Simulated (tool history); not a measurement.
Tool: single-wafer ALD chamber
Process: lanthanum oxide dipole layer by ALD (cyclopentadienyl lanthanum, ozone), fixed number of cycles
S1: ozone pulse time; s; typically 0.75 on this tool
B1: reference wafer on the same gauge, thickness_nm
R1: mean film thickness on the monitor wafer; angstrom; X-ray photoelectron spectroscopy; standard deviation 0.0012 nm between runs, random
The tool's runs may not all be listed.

run    hour    S1     B1    R1
  1     0.0  0.57  0.451  3.77
  2    47.8  0.75  0.451  4.52
  3    96.6  0.75  0.451  4.54
  4   149.7  0.75  0.451  4.54
  5   187.9  0.75  0.451  4.54
  6   212.6  0.75  0.451  4.54
  7   248.4  0.75  0.451  4.54
  8   319.7  0.75  0.451  4.53
  9   376.0  0.58  0.451  3.82
 10   410.1  0.58  0.451  3.81
 11   445.7  0.94  0.451  5.07
 12   487.6  0.94  0.451  5.08
 13   525.7  0.75  0.452  4.53
 14   580.1  0.75  0.451  4.53
 15   730.0  0.75  0.451  4.55
 16   781.0  0.60  0.451  3.90
 17   845.7  0.75  0.451  4.55
 18   917.2  0.99  0.451  5.17
 19   964.8  0.75  0.451  4.52
 20  1033.2  0.75  0.451  4.62
 21  1090.7  0.75  0.451  4.63
 22  1161.9  0.75  0.452  4.59
 23  1200.9  0.56  0.450  3.74
 24  1272.1  0.67  0.451  4.28
 25  1313.9  0.89  0.451  4.99
 26  1352.3  0.75  0.451  4.55
 27  1410.1  0.66  0.451  4.24
 28  1469.5  0.65  0.451  4.19
 29  1530.8  0.63  0.451  4.09
 30  1580.2  0.61  0.451  3.99

The log once held 4 entries between its listed runs, left out of this copy. Where does each go, and what is different about the tool's unlogged condition between the listed run before it and the listed run after it?
Logged between run 17 and run 18: showerhead replaced (hour 873.7); thermocouple changed; heater temperature recalibrated (hour 916.7)
  ozone dose above that of a generator just serviced (%): -3.86 -> -3.88
  difference, measured minus the result without the unlogged condition, R1: -0.10 -> -0.08 angstrom
Logged between run 19 and run 20: ozone generator serviced (hour 982.5); gauge calibrated (hour 1000.2)
  ozone dose above that of a generator just serviced (%): -3.89 -> -0.733
  difference, measured minus the result without the unlogged condition, R1: -0.10 -> -0.02 angstrom
